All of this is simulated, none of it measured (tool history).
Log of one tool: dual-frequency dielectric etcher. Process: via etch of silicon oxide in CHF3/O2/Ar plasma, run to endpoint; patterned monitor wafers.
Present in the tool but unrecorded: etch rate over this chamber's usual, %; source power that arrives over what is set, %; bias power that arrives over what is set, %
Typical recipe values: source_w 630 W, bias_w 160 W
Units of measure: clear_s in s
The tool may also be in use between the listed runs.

run,hour,source_w,bias_w,wafers since the last listed run,hours since the last wet clean,hours since the last source power generator calibration,hours since the last bias power generator calibration,hours since the last upper electrode change,"incoming incoming film thickness, nm",clear_s
1,0,630,138,0,89.7,1217.8,3254.2,2199.9,793.9,389.1
2,75.4,630,138,308,165.1,1293.2,3329.6,2275.3,794.5,385.6
3,175.3,630,172,408,265,1393.1,3429.5,2375.2,805.1,365.7
4,240.2,630,172,265,329.9,1458,3494.4,2440.1,796.9,358.9
# hour 302.5: wet clean of the chamber
5,303,630,172,158,0.5,1520.8,3557.2,2502.9,802,371.9
6,355.5,630,160,214,53,1573.3,3609.7,2555.4,799.3,377.1
7,398.9,630,160,177,96.4,1616.7,3653.1,2598.8,787.9,372.2
8,444.4,630,160,186,141.9,1662.2,3698.6,2644.3,797.5,374.6
9,540.4,630,160,392,237.9,1758.2,3794.6,2740.3,793.8,368.9
# hour 661.5: wet clean of the chamber
10,662,630,160,399,0.5,1879.8,3916.2,2861.9,792.2,375.6
11,715,540,160,216,53.5,1932.8,3969.2,2914.9,797.3,399
# hour 782.8: bias power generator calibrated
12,822,630,139,421,160.5,2039.8,39.2,3021.9,793.6,386.1
# hour 863.1: upper electrode replaced
13,898.2,780,142,213,236.7,2116,115.4,35.1,791.5,353.1
14,966,630,160,277,304.5,2183.8,183.2,102.9,798.7,370.1
15,1035.5,680,193,284,374,2253.3,252.7,172.4,795.9,339.9
# hour 1101.9: source power generator calibrated
# hour 1103.8: wet clean of the chamber
16,1139.9,710,182,402,36.1,38,357.1,276.8,785.7,340.2
17,1228.4,670,195,361,124.6,126.5,445.6,365.3,803.3,344.7
18,1270,710,123,170,166.2,168.1,487.2,406.9,797.8,380
19,1358.7,630,160,362,254.9,256.8,575.9,495.6,793.1,366.6
20,1401,750,123,172,297.2,299.1,618.2,537.9,798.2,368.8
# hour 1507.5: wet clean of the chamber
21,1508,630,160,339,0.5,406.1,725.2,644.9,802.1,376.8
22,1613.5,630,191,431,106,511.6,830.7,750.4,801.8,351.7
23,1687.9,630,195,304,180.4,586,905.1,824.8,786.9,342.6

What if the next run were any one of these 4? Each begins from the tool's condition after run 23:
A,1688.4,630,160,2,180.9,586.5,905.6,825.3,793.3,?
B,1688.4,790,122,2,180.9,586.5,905.6,825.3,793.3,?
C,1688.4,580,135,2,180.9,586.5,905.6,825.3,793.3,?
D,1688.4,740,160,2,180.9,586.5,905.6,825.3,793.3,?

run,clear_s
A,364.8
B,358.8
C,394.1
D,343
The same runs, with their run-to-run variation unchanged, on a tool lacking any hidden condition would have given:
run,clear_s
A,371.4
B,365.4
C,401.3
D,349.3
